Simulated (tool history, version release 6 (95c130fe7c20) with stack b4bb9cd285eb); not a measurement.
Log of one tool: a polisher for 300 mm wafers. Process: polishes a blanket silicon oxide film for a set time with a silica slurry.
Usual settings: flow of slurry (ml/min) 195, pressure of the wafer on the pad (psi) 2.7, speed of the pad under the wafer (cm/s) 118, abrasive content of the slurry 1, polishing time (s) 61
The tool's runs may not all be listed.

| run | hour | flow of slurry (ml/min) | pressure of the wafer on the pad (psi) | speed of the pad under the wafer (cm/s) | abrasive content of the slurry | polishing time (s) | incoming thickness of the incoming film, nm | film removed (nm) |
|---|---|---|---|---|---|---|---|---|
| 1 | 0 | 195 | 2.7 | 118 | 1 | 61 | 1278.4 | 167.9 |
| 2 | 8.7 | 195 | 2.7 | 118 | 1 | 61 | 1293.6 | 167.3 |
| 3 | 20.3 | 195 | 3.2 | 118 | 0.75 | 61 | 1253.9 | 147.4 |
| 4 | 37 | 195 | 3.2 | 118 | 0.75 | 61 | 1265.2 | 143.8 |
| 5 | 54.2 | 195 | 3.2 | 118 | 1 | 61 | 1276.7 | 198.6 |
| 6 | 68.2 | 195 | 2.7 | 118 | 0.8 | 61 | 1258 | 135.5 |
| 7 | 75.7 | 195 | 2.7 | 118 | 1 | 61 | 1270.1 | 172.8 |
| 8 | 83 | 195 | 2.7 | 118 | 1 | 61 | 1272.6 | 171.7 |
| 9 | 92.3 | 195 | 2.7 | 118 | 1 | 61 | 1278.6 | 172.6 |
| 10 | 102.3 | 195 | 2.7 | 118 | 1 | 67 | 1267.4 | 190.2 |
|  | 115.8 | head pressure recalibrated |
| 11 | 116.3 | 195 | 2.7 | 118 | 1 | 67 | 1298.4 | 162.8 |
| 12 | 128.9 | 195 | 2.7 | 118 | 1 | 67 | 1264.6 | 163.8 |
|  | 131.7 | slurry blender recalibrated |
|  | 139.5 | conditioning disc replaced and pad reconditioned |
| 13 | 144.8 | 195 | 2.7 | 118 | 1 | 51 | 1270.3 | 131.5 |
|  | 147.9 | slurry nozzle cleaned |
| 14 | 157.4 | 195 | 2.7 | 118 | 1 | 61 | 1277.1 | 155.2 |
|  | 167.4 | worn pad replaced by a new one |
| 15 | 174.7 | 195 | 3.4 | 118 | 1.25 | 67 | 1270.6 | 247.8 |
| 16 | 191.4 | 195 | 2.7 | 118 | 1 | 41 | 1275.4 | 102.7 |
| 17 | 221.1 | 195 | 2.7 | 118 | 1 | 61 | 1286.6 | 149.8 |
| 18 | 232.1 | 195 | 2 | 118 | 0.75 | 61 | 1274.2 | 83.2 |
| 19 | 246 | 195 | 2.7 | 118 | 1 | 61 | 1262.8 | 155.1 |
| 20 | 256.8 | 165 | 2.7 | 118 | 1 | 61 | 1274.3 | 147.3 |
| 21 | 265.5 | 195 | 2.7 | 118 | 1 | 61 | 1261.4 | 149.1 |
| 22 | 276.1 | 140 | 3.5 | 118 | 1.15 | 61 | 1280.4 | 206.2 |
| 23 | 284.4 | 155 | 2.7 | 118 | 0.9 | 61 | 1267.9 | 133.6 |
| 24 | 297.2 | 195 | 2.7 | 118 | 1 | 50 | 1264.5 | 123 |

3 ways to go on from here, each from the tool as it stands after run 24. What would each give?
| A | 297.6 | 215 | 2.7 | 118 | 1 | 61 | 1286.6 | ? |
| B | 297.6 | 155 | 2.7 | 118 | 0.7 | 42 | 1286.6 | ? |
| C | 297.6 | 195 | 2.7 | 146 | 1 | 61 | 1286.6 | ? |

| run | film removed (nm) |
|---|---|
| A | 150.3 |
| B | 66.4 |
| C | 169.1 |
Without the tool's hidden state the same runs would have given:
| run | film removed (nm) |
|---|---|
| A | 163.4 |
| B | 74.3 |
| C | 183.8 |
